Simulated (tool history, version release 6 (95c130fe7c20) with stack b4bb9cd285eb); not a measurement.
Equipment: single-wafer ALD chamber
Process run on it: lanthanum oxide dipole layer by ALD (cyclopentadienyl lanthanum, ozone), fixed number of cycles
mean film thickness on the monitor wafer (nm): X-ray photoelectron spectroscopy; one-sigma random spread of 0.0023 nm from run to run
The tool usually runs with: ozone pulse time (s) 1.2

| run | hour | ozone pulse time (s) | read-back reference wafer on the same gauge, thickness_nm | mean film thickness on the monitor wafer (nm) |
|---|---|---|---|---|
| 1 | 0 | 1.2 | 0.465 | 0.537 |
| 2 | 93.5 | 1.2 | 0.464 | 0.539 |
| 3 | 191 | 1.2 | 0.465 | 0.537 |
| 4 | 245.1 | 1.2 | 0.464 | 0.53 |
| 5 | 326.6 | 1.37 | 0.466 | 0.557 |
|  | 352.7 | gauge calibrated |
| 6 | 378.1 | 1.37 | 0.465 | 0.554 |
| 7 | 436.1 | 1.37 | 0.465 | 0.549 |
|  | 483.5 | ozone generator serviced |
| 8 | 491.6 | 1.2 | 0.466 | 0.539 |
| 9 | 595.9 | 1.2 | 0.465 | 0.536 |
| 10 | 635.8 | 1.2 | 0.464 | 0.539 |
| 11 | 708.5 | 1.2 | 0.465 | 0.532 |
| 12 | 790.9 | 1.2 | 0.464 | 0.537 |
| 13 | 843.4 | 1.2 | 0.465 | 0.533 |
|  | 884.3 | showerhead replaced |
| 14 | 948.1 | 1.2 | 0.465 | 0.528 |
|  | 961.6 | ozone generator serviced |
| 15 | 1096.9 | 1.38 | 0.466 | 0.566 |
| 16 | 1163.2 | 1.2 | 0.465 | 0.537 |
| 17 | 1247.5 | 1.2 | 0.465 | 0.534 |
| 18 | 1329.1 | 1.2 | 0.465 | 0.532 |
|  | 1424.9 | ozone generator serviced |
|  | 1497.5 | thermocouple changed; heater temperature recalibrated |
| 19 | 1601.8 | 1.2 | 0.466 | 0.542 |
| 20 | 1657.9 | 1.2 | 0.465 | 0.535 |
| 21 | 1706.2 | 0.82 | 0.465 | 0.396 |
|  | 1744.2 | gauge calibrated |
| 22 | 1782.5 | 0.95 | 0.465 | 0.46 |
| 23 | 1820.2 | 0.84 | 0.465 | 0.408 |
|  | 1865.9 | ozone generator serviced |
| 24 | 1918 | 0.83 | 0.466 | 0.412 |
| 25 | 1984.3 | 1.2 | 0.465 | 0.541 |
| 26 | 2041.3 | 1.49 | 0.465 | 0.572 |
| 27 | 2147.8 | 1.07 | 0.465 | 0.501 |
| 28 | 2199.5 | 1.5 | 0.465 | 0.569 |

Forecast each of these 4 alternatives for the next run:
| A | 2199.9 | 1.45 | ? | ? |
| B | 2199.9 | 0.96 | ? | ? |
| C | 2199.9 | 1.47 | ? | ? |
| D | 2199.9 | 1.63 | ? | ? |

| run | read-back reference wafer on the same gauge, thickness_nm | mean film thickness on the monitor wafer (nm) |
|---|---|---|
| A | 0.465 | 0.564 |
| B | 0.465 | 0.463 |
| C | 0.465 | 0.565 |
| D | 0.465 | 0.576 |
Without the tool's hidden state the same runs would have given:
| run | mean film thickness on the monitor wafer (nm) |
|---|---|
| A | 0.569 |
| B | 0.475 |
| C | 0.571 |
| D | 0.58 |
